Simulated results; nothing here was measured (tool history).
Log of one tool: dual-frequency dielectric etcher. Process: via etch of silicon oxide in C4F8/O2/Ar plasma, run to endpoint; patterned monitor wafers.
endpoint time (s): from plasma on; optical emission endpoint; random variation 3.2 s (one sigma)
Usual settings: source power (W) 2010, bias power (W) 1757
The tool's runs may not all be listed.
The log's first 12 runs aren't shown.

| run | day | source power (W) | bias power (W) | incoming incoming film thickness, nm | endpoint time (s) |
|---|---|---|---|---|---|
| 13 | 24.325 | 2010 | 1757 | 1820.9 | 381.0 |
|  | 24.892 | source power generator calibrated |
| 14 | 26.483 | 2010 | 1757 | 1837.4 | 380.9 |
|  | 28.800 | wet clean of the chamber |
| 15 | 28.821 | 2010 | 1757 | 1843.5 | 407.1 |
| 16 | 31.262 | 2010 | 1757 | 1838.7 | 406.3 |
| 17 | 37.521 | 2310 | 1617 | 1836.0 | 378.9 |
| 18 | 39.321 | 1630 | 1562 | 1852.7 | 460.0 |
|  | 40.733 | upper electrode replaced |
| 19 | 41.025 | 2360 | 1383 | 1843.3 | 393.8 |
| 20 | 43.262 | 2010 | 1757 | 1826.7 | 393.4 |
| 21 | 45.112 | 2310 | 1617 | 1850.2 | 376.5 |
|  | 47.754 | wet clean of the chamber |
| 22 | 47.775 | 2010 | 1757 | 1823.6 | 410.2 |
| 23 | 49.042 | 2010 | 1757 | 1843.5 | 410.6 |
| 24 | 50.300 | 1760 | 1757 | 1842.8 | 433.0 |
| 25 | 51.771 | 2260 | 1508 | 1828.7 | 397.4 |
| 26 | 54.354 | 2010 | 1757 | 1855.2 | 407.6 |
| 27 | 60.171 | 2400 | 1757 | 1844.5 | 366.7 |
|  | 60.492 | bias power generator calibrated |
| 28 | 61.583 | 1620 | 1757 | 1817.6 | 429.8 |
| 29 | 64.000 | 2010 | 2134 | 1835.9 | 366.9 |
| 30 | 65.025 | 1700 | 1540 | 1837.5 | 435.7 |
| 31 | 66.683 | 1780 | 2185 | 1823.5 | 378.1 |
| 32 | 69.108 | 1700 | 1543 | 1820.8 | 429.7 |
|  | 71.646 | wet clean of the chamber |
| 33 | 78.042 | 2010 | 1757 | 1837.4 | 402.2 |

3 ways to go on from here, each from the tool as it stands after run 33. What would each give?
| A | 78.062 | 2010 | 1433 | 1827.8 | ? |
| B | 78.062 | 1850 | 2180 | 1827.8 | ? |
| C | 78.062 | 2450 | 1551 | 1827.8 | ? |

| run | endpoint time (s) |
|---|---|
| A | 415.6 |
| B | 384.1 |
| C | 371.7 |
Without the tool's hidden state the same runs would have given:
| run | endpoint time (s) |
|---|---|
| A | 421.7 |
| B | 389.8 |
| C | 377.1 |

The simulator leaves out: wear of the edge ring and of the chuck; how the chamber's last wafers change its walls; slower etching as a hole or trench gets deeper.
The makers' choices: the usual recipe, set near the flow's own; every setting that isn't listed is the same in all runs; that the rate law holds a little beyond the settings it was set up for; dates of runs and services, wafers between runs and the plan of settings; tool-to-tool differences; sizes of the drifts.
